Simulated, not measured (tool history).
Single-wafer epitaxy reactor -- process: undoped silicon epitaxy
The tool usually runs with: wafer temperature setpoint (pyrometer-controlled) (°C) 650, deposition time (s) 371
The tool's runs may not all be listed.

run,hour,wafer temperature setpoint (pyrometer-controlled) (°C),deposition time (s),"read-back reference wafer on the same gauge, thickness_nm",mean film thickness on the monitor wafer (angstrom)
1,0,650,371,62.681,739.43
2,14.1,650,371,62.584,742.6
3,24.5,650,371,62.658,751.68
4,41.1,655,371,62.588,840.88
5,51.4,655,371,62.555,835.4
6,63,638,371,62.601,548.23
7,72.9,650,371,62.644,743.95
8,81.3,650,371,62.658,740.13
9,87.8,650,415,62.597,828.41
10,101.1,650,415,62.693,829.39
11,111.9,650,371,62.619,740.04
12,129.7,661,371,62.61,971.41
13,139.5,661,371,62.611,980.46
14,147.8,661,371,62.571,970.14
15,161.7,650,371,62.712,750.97
16,168.2,661,410,62.652,1078.02
17,218.1,661,410,62.628,1083.55
18,225,661,410,62.605,1087.29
19,231.1,650,371,62.621,755.27
20,241.6,636,405,62.458,580.88
21,251,661,416,62.556,1113.08
22,261.8,636,302,62.549,431.74
23,276,650,371,62.701,753.74
24,291.9,650,326,62.613,671.07
# hour 302.1: gauge calibrated
25,309.7,635,416,62.526,586.91
26,317.6,650,371,62.529,755.85
# hour 347.9: pyrometer calibrated
27,348.4,642,308,62.613,452.16
28,360.5,650,403,62.531,717.51
29,378,650,371,62.588,657.98
30,394.1,650,371,62.692,662.87
31,410,660,336,62.531,771.01
32,422.4,658,371,62.458,809.42
33,433.5,662,325,62.512,783.45
34,447.7,650,371,62.539,668.44
35,488.1,650,371,62.592,669.33
36,499.6,656,297,62.627,619.63
37,509.7,639,342,62.685,468.87
38,524.5,645,336,62.571,536.84
39,539.1,641,307,62.58,444.06

Some steps in mean film thickness on the monitor wafer (angstrom) between neighbouring runs. How much of each would the tool show without its hidden state too (settings, what came in, random variation), and how much is left for the hidden state, with any gauge scatter that isn't in both results?
The hidden state here: wafer temperature above the value expected at the setpoint (K); gauge reads high (%).
Run 18 -> 19: wafer temperature setpoint (pyrometer-controlled) (°C) 661 -> 650, deposition time (s) 410 -> 371. mean film thickness on the monitor wafer (angstrom) -332.02: hidden state -37.89, all else -294.13.
Run 20 -> 21: wafer temperature setpoint (pyrometer-controlled) (°C) 636 -> 661, deposition time (s) 405 -> 416. mean film thickness on the monitor wafer (angstrom) +532.2: hidden state +61.86, all else +470.34.
Run 21 -> 22: wafer temperature setpoint (pyrometer-controlled) (°C) 661 -> 636, deposition time (s) 416 -> 302. mean film thickness on the monitor wafer (angstrom) -681.34: hidden state -80.75, all else -600.59.
Run 26 -> 27: wafer temperature setpoint (pyrometer-controlled) (°C) 650 -> 642, deposition time (s) 371 -> 308, pyrometer calibrated. mean film thickness on the monitor wafer (angstrom) -303.69: hidden state -96.79, all else -206.9.

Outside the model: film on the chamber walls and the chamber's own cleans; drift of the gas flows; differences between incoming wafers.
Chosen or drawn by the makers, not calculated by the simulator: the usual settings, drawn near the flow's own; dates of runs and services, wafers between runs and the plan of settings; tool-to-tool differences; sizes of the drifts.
